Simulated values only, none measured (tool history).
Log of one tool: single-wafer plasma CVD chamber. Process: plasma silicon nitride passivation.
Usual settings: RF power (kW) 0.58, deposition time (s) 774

run,day,RF power (kW),deposition time (s),wafers since the last listed run,hours since the last RF generator calibration,hours since the showerhead was replaced,hours since the gauge calibration,"read-back reference wafer on the same gauge, thickness_nm",mean film thickness on the monitor wafer (nm)
1,0,0.62,858,0,1407.8,3329.8,672.8,1389.79,1484.244
2,2.242,0.58,774,191,1461.6,3383.6,726.6,1390.355,1317.542
3,3.267,0.58,774,87,1486.2,3408.2,751.2,1389.361,1307.623
4,5.846,0.58,895,220,1548.1,3470.1,813.1,1390.133,1515.38
5,8.438,0.58,895,221,1610.3,3532.3,875.3,1389.984,1523.399
6,10.383,0.62,774,166,1657,3579,922,1390.027,1332.685
7,13.133,0.62,774,234,1723,3645,988,1390.232,1333.797
8,14.988,0.62,774,158,1767.5,3689.5,1032.5,1389.922,1337.108
9,17.771,0.58,888,237,1834.3,3756.3,1099.3,1389.571,1499.827
# day 18.517: showerhead replaced
10,20.621,0.58,888,214,1902.7,50.5,1167.7,1388.817,1512.623
11,21.804,0.655,872,101,1931.1,78.9,1196.1,1389.718,1526.912
# day 22.433: gauge calibrated
12,23.796,0.655,872,170,1978.9,126.7,32.7,1390.879,1520.66
13,25.842,0.655,872,174,2028,175.8,81.8,1390.166,1522.078
14,26.938,0.54,678,93,2054.3,202.1,108.1,1390.331,1133.966
15,29.158,0.58,635,189,2107.6,255.4,161.4,1390.522,1078.334
16,30.854,0.645,627,144,2148.3,296.1,202.1,1390.38,1091.509
17,33.325,0.58,774,210,2207.6,355.4,261.4,1390.219,1306.041
# day 35.708: RF generator calibrated
18,38.088,0.54,678,378,57.1,469.7,375.7,1389.614,1137.481
19,39.546,0.635,683,124,92.1,504.7,410.7,1389.951,1179.281
20,40.6,0.69,735,89,117.4,530,436,1389.158,1307.907
21,42.896,0.58,774,195,172.5,585.1,491.1,1390.118,1314.395
22,45.325,0.525,774,207,230.8,643.4,549.4,1389.526,1280.948
23,46.583,0.63,774,107,261,673.6,579.6,1390.059,1342.441
24,47.583,0.58,641,85,285,697.6,603.6,1389.713,1084.212
25,50.208,0.58,774,224,348,760.6,666.6,1391.183,1311.768
26,51.846,0.495,705,139,387.3,799.9,705.9,1390.733,1150.398

5 ways to go on from here, each from the tool as it stands after run 26. What would each give?
A,51.871,0.58,690,2,387.9,800.5,706.5,?,?
B,51.871,0.545,774,2,387.9,800.5,706.5,?,?
C,51.871,0.58,814,2,387.9,800.5,706.5,?,?
D,51.871,0.645,717,2,387.9,800.5,706.5,?,?
E,51.871,0.645,888,2,387.9,800.5,706.5,?,?

run,"read-back reference wafer on the same gauge, thickness_nm",mean film thickness on the monitor wafer (nm)
A,1389.915,1172.351
B,1389.915,1296.119
C,1389.915,1383.034
D,1389.915,1249.349
E,1389.915,1547.31
Without the tool's hidden state the same runs would have given:
run,mean film thickness on the monitor wafer (nm)
A,1172.351
B,1296.119
C,1383.034
D,1249.349
E,1547.31
